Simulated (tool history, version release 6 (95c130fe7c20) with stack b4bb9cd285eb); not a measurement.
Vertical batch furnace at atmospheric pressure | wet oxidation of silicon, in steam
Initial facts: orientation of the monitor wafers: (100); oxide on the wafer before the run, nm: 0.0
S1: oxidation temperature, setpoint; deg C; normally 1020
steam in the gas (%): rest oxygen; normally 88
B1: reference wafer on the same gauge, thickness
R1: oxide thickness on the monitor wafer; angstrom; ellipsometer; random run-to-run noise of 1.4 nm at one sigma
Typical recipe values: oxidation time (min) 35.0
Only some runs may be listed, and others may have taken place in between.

{"run": 1, "day": 0.0, "S1": 1020, "oxidation time (min)": 35.0, "steam in the gas (%)": 88, "B1": 241.86, "R1": 3004.4}
{"run": 2, "day": 4.354, "S1": 1020, "oxidation time (min)": 35.0, "steam in the gas (%)": 88, "B1": 242.14, "R1": 2996.9}
{"run": 3, "day": 6.554, "S1": 1020, "oxidation time (min)": 35.0, "steam in the gas (%)": 88, "B1": 242.2, "R1": 2996.5}
{"run": 4, "day": 9.817, "S1": 1020, "oxidation time (min)": 35.0, "steam in the gas (%)": 88, "B1": 242.04, "R1": 2990.7}
{"run": 5, "day": 13.608, "S1": 1020, "oxidation time (min)": 35.0, "steam in the gas (%)": 88, "B1": 242.28, "R1": 2992.6}
{"day": 16.1, "done": "steam generator serviced"}
{"run": 6, "day": 16.121, "S1": 1020, "oxidation time (min)": 35.0, "steam in the gas (%)": 88, "B1": 241.88, "R1": 3024.3}
{"run": 7, "day": 20.788, "S1": 1020, "oxidation time (min)": 35.0, "steam in the gas (%)": 88, "B1": 242.03, "R1": 3025.8}
{"run": 8, "day": 24.888, "S1": 1020, "oxidation time (min)": 35.0, "steam in the gas (%)": 88, "B1": 242.04, "R1": 2999.8}
{"run": 9, "day": 36.654, "S1": 1020, "oxidation time (min)": 35.0, "steam in the gas (%)": 82, "B1": 242.08, "R1": 2826.8}
{"run": 10, "day": 38.642, "S1": 1020, "oxidation time (min)": 35.0, "steam in the gas (%)": 82, "B1": 242.02, "R1": 2843.4}
{"run": 11, "day": 42.008, "S1": 1020, "oxidation time (min)": 35.0, "steam in the gas (%)": 88, "B1": 242.15, "R1": 2985.1}
{"day": 43.329, "done": "gauge calibrated"}
{"run": 12, "day": 44.554, "S1": 1020, "oxidation time (min)": 35.0, "steam in the gas (%)": 88, "B1": 242.09, "R1": 2973.7}
{"run": 13, "day": 48.688, "S1": 1020, "oxidation time (min)": 35.0, "steam in the gas (%)": 88, "B1": 241.76, "R1": 3003.5}
{"run": 14, "day": 61.788, "S1": 1020, "oxidation time (min)": 24.5, "steam in the gas (%)": 88, "B1": 242.01, "R1": 2314.6}
{"run": 15, "day": 63.788, "S1": 1020, "oxidation time (min)": 24.5, "steam in the gas (%)": 88, "B1": 241.91, "R1": 2335.0}
{"run": 16, "day": 68.05, "S1": 1020, "oxidation time (min)": 24.5, "steam in the gas (%)": 88, "B1": 242.06, "R1": 2330.2}
{"day": 75.329, "done": "thermocouples replaced and temperature profile calibrated"}
{"run": 17, "day": 75.712, "S1": 1020, "oxidation time (min)": 35.0, "steam in the gas (%)": 88, "B1": 242.15, "R1": 2990.9}
{"run": 18, "day": 79.954, "S1": 1020, "oxidation time (min)": 35.0, "steam in the gas (%)": 88, "B1": 242.01, "R1": 3017.0}
{"run": 19, "day": 82.396, "S1": 1020, "oxidation time (min)": 50.5, "steam in the gas (%)": 92, "B1": 241.78, "R1": 3941.6}
{"run": 20, "day": 85.646, "S1": 1020, "oxidation time (min)": 50.0, "steam in the gas (%)": 88, "B1": 242.14, "R1": 3811.4}
{"run": 21, "day": 88.254, "S1": 1020, "oxidation time (min)": 35.0, "steam in the gas (%)": 88, "B1": 242.08, "R1": 3001.4}
{"run": 22, "day": 92.367, "S1": 1020, "oxidation time (min)": 24.5, "steam in the gas (%)": 88, "B1": 242.14, "R1": 2331.4}
{"run": 23, "day": 96.462, "S1": 1020, "oxidation time (min)": 35.0, "steam in the gas (%)": 88, "B1": 241.87, "R1": 2985.4}
{"run": 24, "day": 99.329, "S1": 1003, "oxidation time (min)": 41.5, "steam in the gas (%)": 81, "B1": 242.07, "R1": 2797.3}
{"day": 102.846, "done": "steam generator serviced"}
{"run": 25, "day": 102.867, "S1": 1004, "oxidation time (min)": 49.5, "steam in the gas (%)": 88, "B1": 242.04, "R1": 3387.3}
{"run": 26, "day": 106.396, "S1": 1040, "oxidation time (min)": 44.0, "steam in the gas (%)": 97, "B1": 241.92, "R1": 4244.1}
{"run": 27, "day": 108.383, "S1": 1020, "oxidation time (min)": 35.0, "steam in the gas (%)": 88, "B1": 242.04, "R1": 3003.0}
{"run": 28, "day": 110.804, "S1": 1013, "oxidation time (min)": 52.0, "steam in the gas (%)": 88, "B1": 241.97, "R1": 3701.8}
{"run": 29, "day": 114.85, "S1": 997, "oxidation time (min)": 28.0, "steam in the gas (%)": 88, "B1": 241.85, "R1": 2109.4}
{"run": 30, "day": 118.325, "S1": 1033, "oxidation time (min)": 35.0, "steam in the gas (%)": 94, "B1": 242.16, "R1": 3416.6}
{"run": 31, "day": 121.817, "S1": 1020, "oxidation time (min)": 35.0, "steam in the gas (%)": 88, "B1": 241.9, "R1": 3002.2}
{"run": 32, "day": 128.275, "S1": 1020, "oxidation time (min)": 42.0, "steam in the gas (%)": 81, "B1": 242.03, "R1": 3189.8}
{"run": 33, "day": 130.75, "S1": 999, "oxidation time (min)": 35.0, "steam in the gas (%)": 84, "B1": 242.11, "R1": 2458.6}
{"run": 34, "day": 133.125, "S1": 1009, "oxidation time (min)": 35.0, "steam in the gas (%)": 88, "B1": 242.04, "R1": 2751.6}
{"run": 35, "day": 135.021, "S1": 1020, "oxidation time (min)": 35.0, "steam in the gas (%)": 88, "B1": 242.24, "R1": 2986.0}
{"run": 36, "day": 136.875, "S1": 997, "oxidation time (min)": 29.5, "steam in the gas (%)": 88, "B1": 241.85, "R1": 2190.8}

5 options for the next run, each taken on its own from the tool as it stands now. Forecast them:
{"run": "A", "day": 137.033, "S1": 1037, "oxidation time (min)": 35.0, "steam in the gas (%)": 88, "B1": "?", "R1": "?"}
{"run": "B", "day": 137.033, "S1": 1020, "oxidation time (min)": 25.5, "steam in the gas (%)": 88, "B1": "?", "R1": "?"}
{"run": "C", "day": 137.033, "S1": 1041, "oxidation time (min)": 46.5, "steam in the gas (%)": 97, "B1": "?", "R1": "?"}
{"run": "D", "day": 137.033, "S1": 1036, "oxidation time (min)": 19.0, "steam in the gas (%)": 95, "B1": "?", "R1": "?"}
{"run": "E", "day": 137.033, "S1": 1044, "oxidation time (min)": 35.0, "steam in the gas (%)": 96, "B1": "?", "R1": "?"}

run=A B1=241.80 R1=3348.4
run=B B1=241.80 R1=2374.7
run=C B1=241.80 R1=4392.6
run=D B1=241.80 R1=2305.8
run=E B1=241.80 R1=3705.9
Without the tool's unlogged condition, the same runs would have read:
run=A R1=3348.4
run=B R1=2374.7
run=C R1=4392.6
run=D R1=2305.8
run=E R1=3705.9
